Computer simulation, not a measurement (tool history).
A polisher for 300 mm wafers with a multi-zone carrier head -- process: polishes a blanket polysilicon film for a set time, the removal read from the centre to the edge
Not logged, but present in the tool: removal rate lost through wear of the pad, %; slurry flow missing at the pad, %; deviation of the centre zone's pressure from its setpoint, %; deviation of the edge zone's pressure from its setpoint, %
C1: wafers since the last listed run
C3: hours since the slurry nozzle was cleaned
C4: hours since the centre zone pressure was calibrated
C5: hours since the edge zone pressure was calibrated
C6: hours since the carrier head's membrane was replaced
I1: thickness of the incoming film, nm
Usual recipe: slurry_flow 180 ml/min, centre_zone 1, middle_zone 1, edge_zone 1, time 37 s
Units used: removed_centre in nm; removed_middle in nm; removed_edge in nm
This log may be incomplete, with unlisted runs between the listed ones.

Run 1, day 0: usual settings; C1 0; wafers polished on this pad 355; C3 156.6; C4 522.6; C5 1352.9; C6 516.5; I1 1588.8. Result: removed_centre 310 nm, removed_middle 353.4 nm, removed_edge 352.3 nm.
Run 2, day 0.654: usual settings; C1 197; wafers polished on this pad 553; C3 172.3; C4 538.3; C5 1368.6; C6 532.2; I1 1580.4. Result: removed_centre 311.5 nm, removed_middle 350 nm, removed_edge 348.6 nm.
Run 3, day 1.142: usual settings but edge_zone 0.94; C1 147; wafers polished on this pad 700; C3 184; C4 550; C5 1380.3; C6 543.9; I1 1596.8. Result: removed_centre 310.6 nm, removed_middle 351.8 nm, removed_edge 331.7 nm.
At day 1.55: worn pad replaced by a new one.
Run 4, day 1.679: usual settings but edge_zone 0.94; C1 111; wafers polished on this pad 38; C3 196.9; C4 562.9; C5 1393.2; C6 556.8; I1 1578.8. Result: removed_centre 315.3 nm, removed_middle 347.6 nm, removed_edge 339.7 nm.
Run 5, day 2.412: usual settings but edge_zone 0.94; C1 221; wafers polished on this pad 260; C3 214.5; C4 580.5; C5 1410.8; C6 574.4; I1 1618.5. Result: removed_centre 310.2 nm, removed_middle 356.4 nm, removed_edge 337.1 nm.
Run 6, day 2.725: usual settings but centre_zone 0.96, time 32 s; C1 94; wafers polished on this pad 354; C3 222; C4 588; C5 1418.3; C6 581.9; I1 1572.8. Result: removed_centre 256.9 nm, removed_middle 302.9 nm, removed_edge 297.7 nm.
Run 7, day 3.471: usual settings but centre_zone 0.96, time 32 s; C1 225; wafers polished on this pad 579; C3 239.9; C4 605.9; C5 1436.2; C6 599.8; I1 1598.5. Result: removed_centre 258.8 nm, removed_middle 301.4 nm, removed_edge 297.5 nm.
Run 8, day 3.929: usual settings but middle_zone 0.91; C1 138; wafers polished on this pad 717; C3 250.9; C4 616.9; C5 1447.2; C6 610.8; I1 1607.1. Result: removed_centre 300.8 nm, removed_middle 326.2 nm, removed_edge 346.1 nm.
At day 4.021: centre zone pressure recalibrated.
Run 9, day 4.212: usual settings but centre_zone 0.94; C1 60; wafers polished on this pad 778; C3 257.7; C4 4.6; C5 1454; C6 617.6; I1 1591.8. Result: removed_centre 317.3 nm, removed_middle 347.2 nm, removed_edge 350.6 nm.
At day 4.688: worn pad replaced by a new one.
At day 4.692: carrier head's membrane replaced by a new one.
Run 10, day 4.708: usual settings but slurry_flow 200 ml/min; C1 98; wafers polished on this pad 5; C3 269.6; C4 16.5; C5 1465.9; C6 0.4; I1 1593.6. Result: removed_centre 352.9 nm, removed_middle 357.9 nm, removed_edge 351.1 nm.
Run 11, day 5.162: usual settings but slurry_flow 220 ml/min, centre_zone 1.06, middle_zone 1.04, time 44 s; C1 137; wafers polished on this pad 142; C3 280.5; C4 27.4; C5 1476.8; C6 11.3; I1 1609.7. Result: removed_centre 452.8 nm, removed_middle 449.4 nm, removed_edge 427.2 nm.
At day 5.304: slurry nozzle cleaned.
Run 12, day 5.558: usual settings but slurry_flow 155 ml/min, middle_zone 0.94, time 42 s; C1 106; wafers polished on this pad 248; C3 6.1; C4 36.9; C5 1486.3; C6 20.8; I1 1604.3. Result: removed_centre 379 nm, removed_middle 369 nm, removed_edge 389.9 nm.
At day 5.733: edge zone pressure recalibrated.
Run 13, day 6.212: usual settings but centre_zone 1.12, middle_zone 0.96, edge_zone 0.93, time 26 s; C1 172; wafers polished on this pad 421; C3 21.8; C4 52.6; C5 11.5; C6 36.5; I1 1598.7. Result: removed_centre 273.9 nm, removed_middle 238 nm, removed_edge 232.6 nm.

Expected results for the next run?
Run 14, day 6.95: usual settings but edge_zone 1.09; C1 222; wafers polished on this pad 643; C3 39.5; C4 70.3; C5 29.2; C6 54.2; I1 1570.2. Result: removed_centre ?, removed_middle ?, removed_edge ?.

{"run 14": {"removed_centre": 348.8, "removed_middle": 355, "removed_edge": 363.7}}
Take away the tool's hidden state, keep the run-to-run variation as it was, and the same run would have given removed_centre 349 nm, removed_middle 355 nm, removed_edge 363.7 nm.
